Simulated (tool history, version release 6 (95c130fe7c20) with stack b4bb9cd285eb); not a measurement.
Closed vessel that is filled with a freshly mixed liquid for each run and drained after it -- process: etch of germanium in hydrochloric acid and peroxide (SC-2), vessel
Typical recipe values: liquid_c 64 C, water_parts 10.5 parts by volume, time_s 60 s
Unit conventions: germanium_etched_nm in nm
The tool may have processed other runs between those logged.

run   hour  liquid_c  water_parts  time_s  read-back film thickness of the germanium reference wafer, read on the same gauge (nm)  germanium_etched_nm
  1      0        64         10.5      60                                                                                  129.99               334.98
  2   52.1        64         10.5      60                                                                                  129.98               335.03
  3  106.4        64         10.5      60                                                                                     130               337.74
  4  171.8        64         10.5      50                                                                                  129.97               276.59
  5  245.6        64         10.5      50                                                                                  129.99               280.13
  6  288.2        64         10.5      60                                                                                  130.04               338.86
  7  360.6        64         10.5      60                                                                                  129.97               332.22
     441.3  -- gauge calibrated
  8    448        64         10.5      60                                                                                  130.03               328.89
  9  498.9        64         10.5      60                                                                                  130.04               331.55
 10  596.6        64         10.5      60                                                                                  129.97               335.76
     614.5  -- thermometer replaced
 11  649.9        64         10.5      60                                                                                  130.01               315.04
 12  729.5      55.5            6      60                                                                                  129.97               259.44
 13  833.2      55.5            6      60                                                                                  129.99               255.39
     915.8  -- thermometer replaced, repeated, since the last time left the tool worse
 14    922        60         10.5      85                                                                                  129.97               435.73

Predict the results of run 15:
 15  970.4        64         10.5      95                                                                                       ?                    ?

read-back film thickness of the germanium reference wafer, read on the same gauge (nm): 129.99
germanium_etched_nm: 548.7 nm
Take away the tool's hidden state, keep the run-to-run variation as it was, and the same run would have given germanium_etched_nm 550.27 nm.
